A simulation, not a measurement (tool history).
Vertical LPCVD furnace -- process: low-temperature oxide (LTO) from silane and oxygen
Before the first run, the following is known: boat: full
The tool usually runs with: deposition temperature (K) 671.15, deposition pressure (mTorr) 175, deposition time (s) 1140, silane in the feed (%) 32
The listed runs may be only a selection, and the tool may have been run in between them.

run,hour,deposition temperature (K),deposition pressure (mTorr),deposition time (s),silane in the feed (%),wafers since the last listed run,hours since the last temperature calibration,hours since the pressure gauge was zeroed,hours since the silane flow controller was replaced,hours since the gauge calibration,"read-back reference wafer on the same gauge, thickness",film thickness on the monitor wafer in the middle of the boat (Å)
1,0.0,671.15,190,1140,28,0,2215.1,1983.1,3251.6,300.5,122.07,988.8
2,19.3,671.15,190,1140,28,248,2234.4,2002.4,3270.9,319.8,121.99,990.2
3,36.6,671.15,190,1140,28,222,2251.7,2019.7,3288.2,337.1,122.04,989.1
4,60.4,671.15,175,1140,32,306,2275.5,2043.5,3312.0,360.9,121.94,1098.7
5,163.2,671.15,175,1140,32,1321,2378.3,2146.3,3414.8,463.7,122.04,1098.3
6,193.9,671.15,175,1140,32,394,2409.0,2177.0,3445.5,494.4,122.03,1097.2
# hour 207.1: gauge calibrated
# hour 236.5: pressure gauge zeroed
7,237.0,664.15,175,1140,32,245,2452.1,0.5,3488.6,29.9,121.95,1062.6
8,247.2,664.15,175,1140,32,131,2462.3,10.7,3498.8,40.1,121.99,1060.4
# hour 306.0: thermocouples replaced and temperature profile calibrated
# hour 324.4: silane flow controller replaced
9,324.9,671.15,175,930,34,453,18.9,88.4,0.5,117.8,121.99,1025.9
10,329.6,671.15,175,1140,32,60,23.6,93.1,5.2,122.5,122.04,1153.6
11,334.5,671.15,145,810,27,63,28.5,98.0,10.1,127.4,122.09,527.4
12,369.1,671.15,190,1140,28,444,63.1,132.6,44.7,162.0,122.02,1029.8
13,398.5,671.15,175,1140,35,378,92.5,162.0,74.1,191.4,122.02,1311.3
14,430.0,671.15,190,1140,32,405,124.0,193.5,105.6,222.9,121.95,1248.7
15,454.1,677.15,135,1140,27,309,148.1,217.6,129.7,247.0,121.86,739.9
16,483.5,660.15,165,870,32,378,177.5,247.0,159.1,276.4,121.95,722.6

Same runs, no hidden state in the tool, same run-to-run variation:
Hidden state present: true tube temperature minus thermocouple reading, K; true pressure minus gauge reading, mTorr; deviation of the silane flow from its setpoint, %; gauge reads high (%).
run,film thickness on the monitor wafer in the middle of the boat (Å)
1,1034.3
2,1036.2
3,1035.5
4,1155.5
5,1158.0
6,1157.7
7,1064.6
8,1062.7
9,1030.0
10,1158.3
11,530.1
12,1034.6
13,1318.8
14,1256.2
15,746.6
16,728.6

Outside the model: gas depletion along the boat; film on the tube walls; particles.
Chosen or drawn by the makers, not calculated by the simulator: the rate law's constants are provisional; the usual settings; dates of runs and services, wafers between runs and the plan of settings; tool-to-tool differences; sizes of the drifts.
